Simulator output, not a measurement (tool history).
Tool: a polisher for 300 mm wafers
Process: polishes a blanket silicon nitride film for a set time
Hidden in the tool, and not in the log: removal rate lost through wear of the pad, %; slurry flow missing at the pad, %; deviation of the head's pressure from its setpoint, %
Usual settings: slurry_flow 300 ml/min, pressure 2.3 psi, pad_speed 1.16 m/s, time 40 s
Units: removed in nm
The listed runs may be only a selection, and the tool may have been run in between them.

| run | day | slurry_flow | pressure | pad_speed | time | wafers since the last listed run | wafers polished on this pad | hours since the slurry nozzle was cleaned | hours since the head pressure was calibrated | incoming thickness of the incoming film, nm | removed |
|---|---|---|---|---|---|---|---|---|---|---|---|
| 1 | 0.000 | 300 | 2.3 | 1.42 | 40 | 0 | 2315 | 386.5 | 617.3 | 848.5 | 55.2 |
|  | 0.567 | head pressure recalibrated |
|  | 7.721 | worn pad replaced by a new one |
| 2 | 7.742 | 340 | 2.3 | 1.16 | 40 | 2668 | 6 | 572.3 | 172.2 | 858.3 | 54.5 |
|  | 10.588 | slurry nozzle cleaned |
| 3 | 11.912 | 340 | 2.3 | 1.16 | 40 | 1470 | 1477 | 31.8 | 272.3 | 857.8 | 56.2 |
| 4 | 16.379 | 340 | 2.3 | 1.16 | 40 | 1590 | 3068 | 139.0 | 379.5 | 857.2 | 53.6 |
|  | 20.558 | worn pad replaced by a new one |
| 5 | 20.671 | 300 | 2.3 | 1.16 | 34 | 1469 | 39 | 242.0 | 482.5 | 872.0 | 43.2 |
|  | 22.508 | head pressure recalibrated |
| 6 | 25.067 | 300 | 2.3 | 1.16 | 34 | 1535 | 1575 | 347.5 | 61.4 | 845.4 | 49.5 |
| 7 | 28.638 | 300 | 2.7 | 1.02 | 40 | 1271 | 2847 | 433.2 | 147.1 | 861.5 | 61.9 |
|  | 32.150 | worn pad replaced by a new one |
| 8 | 32.358 | 300 | 2.7 | 1.02 | 40 | 1265 | 73 | 522.5 | 236.4 | 849.7 | 61.3 |
| 9 | 36.200 | 300 | 2.7 | 1.02 | 40 | 1368 | 1442 | 614.7 | 328.6 | 844.6 | 59.1 |
|  | 36.508 | slurry nozzle cleaned |
| 10 | 39.150 | 300 | 2.3 | 1.16 | 40 | 1035 | 2477 | 63.4 | 399.4 | 851.0 | 55.4 |

Forecast run 11:
| 11 | 43.058 | 330 | 1.7 | 1.16 | 49 | 1392 | 3869 | 157.2 | 493.2 | 870.9 | ? |

{"run 11": {"removed": 48.4}}
Minus the tool's unlogged condition, the same run would have read removed 51.8 nm.
